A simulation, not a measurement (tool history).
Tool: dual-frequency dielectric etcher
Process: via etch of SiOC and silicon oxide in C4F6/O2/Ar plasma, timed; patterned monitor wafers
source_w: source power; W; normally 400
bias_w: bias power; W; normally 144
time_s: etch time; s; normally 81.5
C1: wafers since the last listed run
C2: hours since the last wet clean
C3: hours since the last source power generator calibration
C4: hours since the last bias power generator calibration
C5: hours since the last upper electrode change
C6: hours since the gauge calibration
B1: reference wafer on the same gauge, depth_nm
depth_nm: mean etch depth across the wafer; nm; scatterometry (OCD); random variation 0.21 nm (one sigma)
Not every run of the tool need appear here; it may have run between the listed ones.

{"run": 1, "hour": 0.0, "source_w": 400, "bias_w": 153, "time_s": 81.5, "C1": 0, "C2": 374.6, "C3": 3992.3, "C4": 4470.1, "C5": 5275.6, "C6": 8.7, "B1": 103.4, "depth_nm": 97.0}
{"run": 2, "hour": 11.6, "source_w": 400, "bias_w": 153, "time_s": 81.5, "C1": 97, "C2": 386.2, "C3": 4003.9, "C4": 4481.7, "C5": 5287.2, "C6": 20.3, "B1": 103.3, "depth_nm": 97.5}
{"run": 3, "hour": 23.9, "source_w": 400, "bias_w": 167, "time_s": 81.5, "C1": 103, "C2": 398.5, "C3": 4016.2, "C4": 4494.0, "C5": 5299.5, "C6": 32.6, "B1": 103.3, "depth_nm": 99.0}
{"run": 4, "hour": 37.6, "source_w": 400, "bias_w": 167, "time_s": 81.5, "C1": 115, "C2": 412.2, "C3": 4029.9, "C4": 4507.7, "C5": 5313.2, "C6": 46.3, "B1": 103.3, "depth_nm": 99.5}
{"run": 5, "hour": 49.0, "source_w": 400, "bias_w": 167, "time_s": 81.5, "C1": 96, "C2": 423.6, "C3": 4041.3, "C4": 4519.1, "C5": 5324.6, "C6": 57.7, "B1": 103.3, "depth_nm": 99.7}
{"run": 6, "hour": 58.7, "source_w": 400, "bias_w": 144, "time_s": 70.0, "C1": 81, "C2": 433.3, "C3": 4051.0, "C4": 4528.8, "C5": 5334.3, "C6": 67.4, "B1": 103.5, "depth_nm": 82.6}
{"run": 7, "hour": 65.5, "source_w": 400, "bias_w": 144, "time_s": 70.0, "C1": 57, "C2": 440.1, "C3": 4057.8, "C4": 4535.6, "C5": 5341.1, "C6": 74.2, "B1": 103.4, "depth_nm": 82.7}
{"run": 8, "hour": 79.4, "source_w": 400, "bias_w": 144, "time_s": 81.5, "C1": 117, "C2": 454.0, "C3": 4071.7, "C4": 4549.5, "C5": 5355.0, "C6": 88.1, "B1": 103.4, "depth_nm": 96.4}
{"run": 9, "hour": 87.5, "source_w": 450, "bias_w": 166, "time_s": 81.5, "C1": 68, "C2": 462.1, "C3": 4079.8, "C4": 4557.6, "C5": 5363.1, "C6": 96.2, "B1": 103.5, "depth_nm": 103.9}
{"run": 10, "hour": 94.9, "source_w": 450, "bias_w": 166, "time_s": 81.5, "C1": 62, "C2": 469.5, "C3": 4087.2, "C4": 4565.0, "C5": 5370.5, "C6": 103.6, "B1": 103.4, "depth_nm": 103.9}
{"run": 11, "hour": 109.5, "source_w": 450, "bias_w": 144, "time_s": 81.5, "C1": 123, "C2": 484.1, "C3": 4101.8, "C4": 4579.6, "C5": 5385.1, "C6": 118.2, "B1": 103.4, "depth_nm": 101.0}
{"run": 12, "hour": 122.6, "source_w": 450, "bias_w": 144, "time_s": 81.5, "C1": 110, "C2": 497.2, "C3": 4114.9, "C4": 4592.7, "C5": 5398.2, "C6": 131.3, "B1": 103.4, "depth_nm": 101.3}
{"hour": 138.3, "done": "bias power generator calibrated"}
{"run": 13, "hour": 138.8, "source_w": 400, "bias_w": 162, "time_s": 81.5, "C1": 102, "C2": 513.4, "C3": 4131.1, "C4": 0.5, "C5": 5414.4, "C6": 147.5, "B1": 103.4, "depth_nm": 99.5}
{"run": 14, "hour": 145.7, "source_w": 400, "bias_w": 162, "time_s": 81.5, "C1": 58, "C2": 520.3, "C3": 4138.0, "C4": 7.4, "C5": 5421.3, "C6": 154.4, "B1": 103.5, "depth_nm": 99.7}
{"run": 15, "hour": 165.9, "source_w": 400, "bias_w": 167, "time_s": 81.5, "C1": 170, "C2": 540.5, "C3": 4158.2, "C4": 27.6, "C5": 5441.5, "C6": 174.6, "B1": 103.3, "depth_nm": 100.1}
{"run": 16, "hour": 172.2, "source_w": 400, "bias_w": 109, "time_s": 81.5, "C1": 53, "C2": 546.8, "C3": 4164.5, "C4": 33.9, "C5": 5447.8, "C6": 180.9, "B1": 103.4, "depth_nm": 91.8}
{"run": 17, "hour": 182.3, "source_w": 430, "bias_w": 132, "time_s": 101.5, "C1": 85, "C2": 556.9, "C3": 4174.6, "C4": 44.0, "C5": 5457.9, "C6": 191.0, "B1": 103.4, "depth_nm": 122.4}
{"hour": 188.1, "done": "source power generator calibrated"}
{"hour": 197.1, "done": "gauge calibrated"}
{"hour": 211.6, "done": "upper electrode replaced"}
{"hour": 229.0, "done": "wet clean of the chamber"}
{"run": 18, "hour": 229.5, "source_w": 480, "bias_w": 161, "time_s": 81.5, "C1": 19, "C2": 0.5, "C3": 41.4, "C4": 91.2, "C5": 17.9, "C6": 32.4, "B1": 103.3, "depth_nm": 102.4}
{"run": 19, "hour": 229.9, "source_w": 320, "bias_w": 163, "time_s": 90.5, "C1": 3, "C2": 0.9, "C3": 41.8, "C4": 91.6, "C5": 18.3, "C6": 32.8, "B1": 103.4, "depth_nm": 97.9}
{"run": 20, "hour": 230.2, "source_w": 440, "bias_w": 144, "time_s": 81.5, "C1": 2, "C2": 1.2, "C3": 42.1, "C4": 91.9, "C5": 18.6, "C6": 33.1, "B1": 103.4, "depth_nm": 96.5}
{"run": 21, "hour": 235.9, "source_w": 460, "bias_w": 144, "time_s": 72.5, "C1": 48, "C2": 6.9, "C3": 47.8, "C4": 97.6, "C5": 24.3, "C6": 38.8, "B1": 103.4, "depth_nm": 87.7}
{"run": 22, "hour": 248.0, "source_w": 440, "bias_w": 180, "time_s": 63.0, "C1": 102, "C2": 19.0, "C3": 59.9, "C4": 109.7, "C5": 36.4, "C6": 50.9, "B1": 103.4, "depth_nm": 78.7}
{"run": 23, "hour": 259.7, "source_w": 400, "bias_w": 144, "time_s": 81.5, "C1": 98, "C2": 30.7, "C3": 71.6, "C4": 121.4, "C5": 48.1, "C6": 62.6, "B1": 103.4, "depth_nm": 93.3}
{"run": 24, "hour": 276.1, "source_w": 400, "bias_w": 121, "time_s": 81.5, "C1": 138, "C2": 47.1, "C3": 88.0, "C4": 137.8, "C5": 64.5, "C6": 79.0, "B1": 103.4, "depth_nm": 90.2}
{"run": 25, "hour": 290.8, "source_w": 400, "bias_w": 144, "time_s": 81.5, "C1": 124, "C2": 61.8, "C3": 102.7, "C4": 152.5, "C5": 79.2, "C6": 93.7, "B1": 103.4, "depth_nm": 93.7}
{"run": 26, "hour": 300.9, "source_w": 450, "bias_w": 128, "time_s": 81.5, "C1": 85, "C2": 71.9, "C3": 112.8, "C4": 162.6, "C5": 89.3, "C6": 103.8, "B1": 103.3, "depth_nm": 95.4}
{"run": 27, "hour": 336.6, "source_w": 450, "bias_w": 170, "time_s": 81.5, "C1": 301, "C2": 107.6, "C3": 148.5, "C4": 198.3, "C5": 125.0, "C6": 139.5, "B1": 103.4, "depth_nm": 101.8}
{"run": 28, "hour": 342.9, "source_w": 400, "bias_w": 144, "time_s": 93.0, "C1": 53, "C2": 113.9, "C3": 154.8, "C4": 204.6, "C5": 131.3, "C6": 145.8, "B1": 103.5, "depth_nm": 107.2}
{"run": 29, "hour": 354.6, "source_w": 470, "bias_w": 144, "time_s": 81.5, "C1": 98, "C2": 125.6, "C3": 166.5, "C4": 216.3, "C5": 143.0, "C6": 157.5, "B1": 103.5, "depth_nm": 99.8}

Each run again, without the hidden state but with its own random variation kept:
Hidden state present: etch rate over this chamber's usual, %; source power that arrives over what is set, %; bias power that arrives over what is set, %; gauge reads high (%).
run=1 depth_nm=94.1
run=2 depth_nm=94.5
run=3 depth_nm=95.9
run=4 depth_nm=96.3
run=5 depth_nm=96.4
run=6 depth_nm=79.8
run=7 depth_nm=79.8
run=8 depth_nm=93.0
run=9 depth_nm=100.2
run=10 depth_nm=100.2
run=11 depth_nm=97.3
run=12 depth_nm=97.5
run=13 depth_nm=95.6
run=14 depth_nm=95.8
run=15 depth_nm=96.1
run=16 depth_nm=88.1
run=17 depth_nm=117.3
run=18 depth_nm=102.3
run=19 depth_nm=97.8
run=20 depth_nm=96.5
run=21 depth_nm=87.6
run=22 depth_nm=78.5
run=23 depth_nm=93.1
run=24 depth_nm=89.9
run=25 depth_nm=93.2
run=26 depth_nm=94.9
run=27 depth_nm=101.0
run=28 depth_nm=106.3
run=29 depth_nm=98.9
